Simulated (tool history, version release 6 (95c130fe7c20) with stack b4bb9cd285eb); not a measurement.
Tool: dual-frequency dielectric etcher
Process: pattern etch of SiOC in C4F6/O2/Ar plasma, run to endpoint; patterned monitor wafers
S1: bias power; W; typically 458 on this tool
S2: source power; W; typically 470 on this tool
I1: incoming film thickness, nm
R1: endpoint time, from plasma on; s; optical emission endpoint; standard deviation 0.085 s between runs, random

{"run": 1, "hour": 0.0, "S1": 458, "S2": 470, "I1": 35.0, "R1": 12.1}
{"run": 2, "hour": 8.3, "S1": 458, "S2": 470, "I1": 34.72, "R1": 11.9}
{"run": 3, "hour": 18.2, "S1": 458, "S2": 470, "I1": 35.11, "R1": 12.3}
{"run": 4, "hour": 29.7, "S1": 458, "S2": 470, "I1": 35.21, "R1": 12.2}
{"run": 5, "hour": 47.3, "S1": 458, "S2": 470, "I1": 35.21, "R1": 12.4}
{"run": 6, "hour": 54.4, "S1": 458, "S2": 530, "I1": 35.03, "R1": 11.8}
{"run": 7, "hour": 65.3, "S1": 486, "S2": 470, "I1": 34.65, "R1": 11.8}
{"run": 8, "hour": 82.1, "S1": 458, "S2": 520, "I1": 35.06, "R1": 11.9}
{"run": 9, "hour": 88.1, "S1": 458, "S2": 520, "I1": 35.34, "R1": 12.1}
{"run": 10, "hour": 100.3, "S1": 458, "S2": 520, "I1": 34.84, "R1": 11.9}
{"run": 11, "hour": 112.1, "S1": 458, "S2": 570, "I1": 34.8, "R1": 11.6}
{"hour": 118.3, "done": "source power generator calibrated"}
{"run": 12, "hour": 128.3, "S1": 458, "S2": 470, "I1": 34.84, "R1": 12.4}
{"run": 13, "hour": 137.7, "S1": 569, "S2": 470, "I1": 35.06, "R1": 11.5}
{"run": 14, "hour": 149.0, "S1": 458, "S2": 470, "I1": 34.76, "R1": 12.1}
{"run": 15, "hour": 159.1, "S1": 458, "S2": 390, "I1": 35.04, "R1": 12.8}
{"hour": 180.3, "done": "bias power generator calibrated"}
{"hour": 187.1, "done": "upper electrode replaced"}
{"hour": 196.1, "done": "wet clean of the chamber"}
{"run": 16, "hour": 196.6, "S1": 458, "S2": 470, "I1": 34.68, "R1": 11.7}
{"run": 17, "hour": 196.9, "S1": 513, "S2": 410, "I1": 35.17, "R1": 11.8}
{"run": 18, "hour": 197.3, "S1": 409, "S2": 500, "I1": 34.86, "R1": 12.0}
{"run": 19, "hour": 197.6, "S1": 505, "S2": 470, "I1": 34.92, "R1": 11.4}
{"run": 20, "hour": 214.5, "S1": 345, "S2": 360, "I1": 35.05, "R1": 13.3}
{"run": 21, "hour": 227.4, "S1": 458, "S2": 470, "I1": 34.87, "R1": 11.8}

What does the tool deliver on the next run?
{"run": 22, "hour": 239.5, "S1": 458, "S2": 470, "I1": 34.98, "R1": "?"}

{"run 22": {"R1": 11.9}}
On a tool with no hidden condition, and with the same random variation, this run would have come out at R1 11.9 s.
